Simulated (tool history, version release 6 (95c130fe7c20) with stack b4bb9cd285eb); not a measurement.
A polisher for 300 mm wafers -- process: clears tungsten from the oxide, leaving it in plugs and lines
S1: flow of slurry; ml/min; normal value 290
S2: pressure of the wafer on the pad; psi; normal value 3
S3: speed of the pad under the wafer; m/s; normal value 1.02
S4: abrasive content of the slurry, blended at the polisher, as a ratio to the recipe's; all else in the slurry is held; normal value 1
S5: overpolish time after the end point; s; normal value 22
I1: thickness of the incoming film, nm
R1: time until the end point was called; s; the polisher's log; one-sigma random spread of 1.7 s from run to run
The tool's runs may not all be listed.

run 1 day=0 | S1=290 S2=3 S3=1.02 S4=1 S5=22 | I1=375.7 | R1=105.8
run 2 day=1.071 | S1=290 S2=3 S3=1.02 S4=1 S5=22 | I1=381.7 | R1=104.3
run 3 day=2.296 | S1=290 S2=3 S3=1.02 S4=1 S5=22 | I1=384 | R1=105
-- day=3.025 head pressure recalibrated
run 4 day=3.058 | S1=290 S2=3.9 S3=0.76 S4=0.85 S5=22 | I1=381.5 | R1=117.6
run 5 day=4.404 | S1=290 S2=3 S3=1.02 S4=0.85 S5=22 | I1=383.2 | R1=113.1
run 6 day=5.758 | S1=290 S2=3 S3=0.72 S4=1 S5=18 | I1=377.8 | R1=151.4
-- day=6.021 slurry nozzle cleaned
run 7 day=6.775 | S1=225 S2=2.7 S3=1.02 S4=0.8 S5=15 | I1=378.3 | R1=131.6
run 8 day=7.879 | S1=200 S2=3.7 S3=1.02 S4=1.3 S5=13 | I1=379.7 | R1=84
-- day=8.683 slurry tank refilled with fresh slurry and peroxide
-- day=8.812 worn pad replaced by a new one
run 9 day=8.946 | S1=290 S2=3 S3=1.02 S4=1 S5=22 | I1=380.5 | R1=105.8
run 10 day=9.788 | S1=290 S2=3 S3=1.02 S4=1 S5=22 | I1=382.7 | R1=108
-- day=11.1 slurry blender recalibrated
run 11 day=11.117 | S1=200 S2=3.7 S3=1.02 S4=1.3 S5=13 | I1=372.8 | R1=81.9
run 12 day=11.712 | S1=290 S2=3 S3=1.02 S4=1 S5=22 | I1=377.4 | R1=104.4
run 13 day=12.85 | S1=360 S2=3 S3=1.02 S4=1.2 S5=31 | I1=372.5 | R1=96.7
run 14 day=13.95 | S1=290 S2=3 S3=0.66 S4=1 S5=13 | I1=379.8 | R1=164.6
run 15 day=14.492 | S1=365 S2=2.5 S3=1.28 S4=1.1 S5=22 | I1=379.3 | R1=93.4
run 16 day=15.496 | S1=290 S2=3 S3=1.36 S4=1.15 S5=22 | I1=379.2 | R1=76.6
run 17 day=16.804 | S1=290 S2=3.3 S3=0.92 S4=0.75 S5=15 | I1=381.6 | R1=117.9
run 18 day=17.612 | S1=290 S2=3 S3=1.02 S4=1 S5=22 | I1=377.7 | R1=104

What does the tool deliver on the next run?
-- day=17.754 slurry tank refilled with fresh slurry and peroxide
-- day=18.512 worn pad replaced by a new one
run 19 day=18.533 | S1=290 S2=3 S3=1.02 S4=1 S5=33 | I1=382.7 | R1=?

{"run 19": {"R1": 109.5}}
If the tool had no hidden condition, the same run with the same run-to-run variation would have returned R1 109.5 s.
